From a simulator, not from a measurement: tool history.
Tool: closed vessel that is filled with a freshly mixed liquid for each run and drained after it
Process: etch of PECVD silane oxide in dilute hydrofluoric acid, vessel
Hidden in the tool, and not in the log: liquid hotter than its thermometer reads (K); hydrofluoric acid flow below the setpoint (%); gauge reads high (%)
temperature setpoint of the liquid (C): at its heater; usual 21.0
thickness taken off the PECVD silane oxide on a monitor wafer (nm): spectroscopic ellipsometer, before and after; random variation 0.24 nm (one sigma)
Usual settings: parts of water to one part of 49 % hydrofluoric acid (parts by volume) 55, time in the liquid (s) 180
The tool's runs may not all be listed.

run,hour,temperature setpoint of the liquid (C),parts of water to one part of 49 % hydrofluoric acid (parts by volume),time in the liquid (s),wafers since the last listed run,hours since the thermometer was replaced,hours since the hydrofluoric acid flow meter was replaced,hours since the gauge calibration,"read-back film thickness of the PECVD silane oxide reference wafer, read on the same gauge (nm)",thickness taken off the PECVD silane oxide on a monitor wafer (nm)
1,0.0,21.0,55,180,0,114.7,30.5,1072.4,70.01,54.05
2,30.0,21.0,55,180,3000,144.7,60.5,1102.4,70.00,53.65
3,81.9,21.0,55,180,5191,196.6,112.4,1154.3,69.99,54.39
# hour 278.4: gauge calibrated
4,297.0,21.0,55,180,21514,411.7,327.5,18.6,70.04,53.70
5,389.6,21.0,55,180,9262,504.3,420.1,111.2,70.02,53.55
6,428.2,21.0,55,180,3860,542.9,458.7,149.8,69.99,53.50
7,635.0,21.0,55,180,20684,749.7,665.5,356.6,70.05,53.44
8,682.5,21.0,55,205,4751,797.2,713.0,404.1,69.99,61.13
# hour 690.7: thermometer replaced
9,733.8,21.0,55,205,5031,43.1,764.3,455.4,70.01,60.59
# hour 922.3: hydrofluoric acid flow meter replaced
10,922.8,21.0,55,205,18804,232.1,0.5,644.4,70.07,61.25
11,1100.4,21.0,55,180,17763,409.7,178.1,822.0,69.98,53.83
12,1170.7,21.0,55,180,7031,480.0,248.4,892.3,70.02,54.20
13,1225.6,21.0,55,105,5491,534.9,303.3,947.2,70.05,31.25
14,1261.1,21.0,55,105,3550,570.4,338.8,982.7,70.05,31.54
15,1332.8,21.0,55,105,7171,642.1,410.5,1054.4,69.98,31.28
16,1370.7,17.0,55,250,3790,680.0,448.4,1092.3,69.98,63.44
17,1423.0,21.0,55,180,5231,732.3,500.7,1144.6,70.00,53.32
# hour 1442.1: gauge calibrated
18,1456.8,21.0,55,180,3380,766.1,534.5,14.7,69.97,53.56
19,1510.1,24.0,70,180,5331,819.4,587.8,68.0,69.99,46.91
20,1554.9,19.5,45,265,4481,864.2,632.6,112.8,70.02,91.65
21,1603.6,21.0,35,180,4871,912.9,681.3,161.5,69.95,86.32
22,1635.8,17.0,55,140,3220,945.1,713.5,193.7,70.04,35.18
23,1673.4,21.0,55,180,3760,982.7,751.1,231.3,70.05,53.48
24,1730.8,17.5,40,180,5741,1040.1,808.5,288.7,69.93,63.87
# hour 1755.1: thermometer replaced
25,1787.2,21.0,30,125,5541,32.1,864.9,345.1,70.00,70.04
26,1837.7,21.0,55,180,5051,82.6,915.4,395.6,69.99,53.18
# hour 1889.0: hydrofluoric acid flow meter replaced
27,1907.6,25.5,65,180,6891,152.5,18.6,465.5,70.03,54.39
28,1973.6,18.0,70,180,6601,218.5,84.6,531.5,70.00,37.09
29,2030.1,21.0,55,180,5651,275.0,141.1,588.0,69.93,54.07
30,2169.3,21.0,45,180,13923,414.2,280.3,727.2,69.98,66.93
31,2206.7,21.0,55,180,3740,451.6,317.7,764.6,70.04,54.09

5 ways to go on from here, each from the tool as it stands after run 31. What would each give?
A,2207.4,21.0,55,180,70,452.3,318.4,765.3,?,?
B,2207.4,23.5,80,180,70,452.3,318.4,765.3,?,?
C,2207.4,21.0,70,180,70,452.3,318.4,765.3,?,?
D,2207.4,17.0,80,125,70,452.3,318.4,765.3,?,?
E,2207.4,21.0,55,225,70,452.3,318.4,765.3,?,?

run,"read-back film thickness of the PECVD silane oxide reference wafer, read on the same gauge (nm)",thickness taken off the PECVD silane oxide on a monitor wafer (nm)
A,69.97,54.10
B,69.97,39.96
C,69.97,41.74
D,69.97,21.19
E,69.97,67.62
Without the tool's hidden state the same runs would have given:
run,thickness taken off the PECVD silane oxide on a monitor wafer (nm)
A,54.57
B,40.32
C,42.10
D,21.37
E,68.21
